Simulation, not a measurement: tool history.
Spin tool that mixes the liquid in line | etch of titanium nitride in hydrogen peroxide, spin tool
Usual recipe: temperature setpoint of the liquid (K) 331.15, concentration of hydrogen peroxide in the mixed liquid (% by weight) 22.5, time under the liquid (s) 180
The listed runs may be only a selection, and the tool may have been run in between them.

run     day  temperature setpoint of the liquid (K)  concentration of hydrogen peroxide in the mixed liquid (% by weight)  time under the liquid (s)  read-back film thickness of the titanium nitride reference wafer, read on the same gauge (nm)  thickness taken off the titanium nitride on a monitor wafer (angstrom)
  1       0                                  331.15                                                                  24.5                        180                                                                                             80                                                                   140.5
  2   2.775                                  323.65                                                                    20                        180                                                                                             80                                                                    79.5
  3   3.967                                  336.65                                                                  22.5                        245                                                                                             80                                                                   272.5
  4   6.662                                  324.65                                                                  19.5                         95                                                                                          79.99                                                                    44.8
  5   8.271                                  331.15                                                                    20                        180                                                                                          80.02                                                                   134.7
     16.158  -- new drum of peroxide connected
  6  16.421                                  331.15                                                                  22.5                        180                                                                                          79.98                                                                   138.5
     16.562  -- heated supply line repaired
  7  17.812                                  331.15                                                                  22.5                        265                                                                                             80                                                                     203
     18.238  -- gauge calibrated
  8  19.621                                  327.15                                                                  16.5                        260                                                                                             80                                                                   141.8
  9  20.688                                  331.15                                                                  22.5                        180                                                                                             80                                                                   139.3
 10  22.212                                  336.65                                                                    29                        255                                                                                          79.99                                                                   298.2
 11  24.171                                  334.15                                                                  19.5                        260                                                                                          80.01                                                                   236.9
     24.333  -- peroxide flow meter replaced
 12  25.696                                  325.15                                                                  22.5                        180                                                                                             80                                                                    90.4
 13  27.446                                  324.15                                                                    17                         85                                                                                          80.02                                                                    37.6
 14    28.7                                  336.65                                                                  22.5                        180                                                                                          79.99                                                                   200.7
 15  29.975                                  331.15                                                                  22.5                        180                                                                                          79.99                                                                   137.6
 16  31.579                                  331.15                                                                  22.5                        180                                                                                             80                                                                   137.8
     33.525  -- new drum of peroxide connected
 17  34.121                                  331.15                                                                  22.5                        180                                                                                             80                                                                   137.7
 18    36.1                                  331.15                                                                  22.5                        180                                                                                          79.98                                                                     139
 19  38.542                                  323.65                                                                  26.5                        180                                                                                          79.99                                                                    84.4
 20  40.675                                  331.15                                                                  17.5                         90                                                                                          79.98                                                                    65.5
 21    43.6                                  331.15                                                                  22.5                        285                                                                                             80                                                                   218.6
 22    46.4                                  331.15                                                                  22.5                        180                                                                                          79.99                                                                     138
 23  47.408                                  331.15                                                                  22.5                        180                                                                                             80                                                                   138.4
 24  48.408                                  339.15                                                                    19                        235                                                                                             80                                                                   297.8

Below are 5 alternative next runs, each starting from the tool's condition after run 24. Predict each:
  A  48.429                                  331.15                                                                  22.5                        180                                                                                              ?                                                                       ?
  B  48.429                                  328.65                                                                  22.5                        120                                                                                              ?                                                                       ?
  C  48.429                                  331.15                                                                  22.5                        130                                                                                              ?                                                                       ?
  D  48.429                                  331.15                                                                    28                        180                                                                                              ?                                                                       ?
  E  48.429                                  339.15                                                                  22.5                        180                                                                                              ?                                                                       ?

run  read-back film thickness of the titanium nitride reference wafer, read on the same gauge (nm)  thickness taken off the titanium nitride on a monitor wafer (angstrom)
  A                                                                                             80                                                                   137.6
  B                                                                                             80                                                                    77.2
  C                                                                                             80                                                                    99.4
  D                                                                                             80                                                                   144.4
  E                                                                                             80                                                                   235.5
Without the tool's hidden state the same runs would have given:
run  thickness taken off the titanium nitride on a monitor wafer (angstrom)
  A                                                                   137.6
  B                                                                    77.2
  C                                                                    99.4
  D                                                                   144.4
  E                                                                   235.5

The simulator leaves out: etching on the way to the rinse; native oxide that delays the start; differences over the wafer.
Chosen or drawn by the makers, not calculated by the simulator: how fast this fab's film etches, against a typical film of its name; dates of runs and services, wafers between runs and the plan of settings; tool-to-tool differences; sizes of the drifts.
